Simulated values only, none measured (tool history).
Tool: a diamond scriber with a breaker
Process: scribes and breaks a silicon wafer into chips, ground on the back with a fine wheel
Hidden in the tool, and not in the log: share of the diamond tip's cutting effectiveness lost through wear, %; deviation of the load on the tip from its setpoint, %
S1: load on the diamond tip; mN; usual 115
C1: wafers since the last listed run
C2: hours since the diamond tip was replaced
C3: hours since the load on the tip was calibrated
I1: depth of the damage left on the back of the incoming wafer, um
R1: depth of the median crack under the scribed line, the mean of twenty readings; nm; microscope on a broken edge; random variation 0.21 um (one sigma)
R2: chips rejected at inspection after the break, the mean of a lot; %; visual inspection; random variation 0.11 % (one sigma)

run    hour   S1    C1     C2      C3    I1     R1     R2
  1     0.0  115     0  322.0   888.6  2.84  10330  18.12
  2   101.6  115   419  423.6   990.2  2.13   9610  17.85
      140.3  -- diamond tip replaced by a new one
  3   404.7   92  1244  264.4  1293.3  2.02   8760  38.56
  4   495.6   92   375  355.3  1384.2  2.66   8530  40.44
      521.7  -- diamond tip replaced by a new one, of another model than before
  5   553.2   92   229   31.5  1441.8  1.87  10410  11.81
      574.5  -- load on the tip recalibrated
  6   648.2  108   384  126.5    73.7  2.76  10270  12.99
  7   727.6   91   328  205.9   153.1  2.52   9050  31.56
  8   833.4  115   437  311.7   258.9  2.45   9880  21.77
  9   875.2  106   172  353.5   300.7  2.72   9010  25.85
 10   938.7  133   262  417.0   364.2  2.01  10190  13.63
      979.4  -- diamond tip replaced by a new one
 11  1017.8  136   318   38.4   443.3  2.88  12320   2.75
 12  1103.0  115   352  123.6   528.5  1.81  10600   7.06
 13  1201.1  144   405  221.7   626.6  2.52  11750   3.44
 14  1279.4  140   323  300.0   704.9  2.14  10870   5.34

Hidden state or all else? Some run-to-run changes of R1, split into what the settings, what came in and random variation would give without the hidden state, and what is left for the hidden state (with any gauge scatter that isn't in both results):
Run 10 -> 11: S1 133 -> 136, diamond tip replaced by a new one. R1 +2130 nm: hidden state +2130, all else +0.

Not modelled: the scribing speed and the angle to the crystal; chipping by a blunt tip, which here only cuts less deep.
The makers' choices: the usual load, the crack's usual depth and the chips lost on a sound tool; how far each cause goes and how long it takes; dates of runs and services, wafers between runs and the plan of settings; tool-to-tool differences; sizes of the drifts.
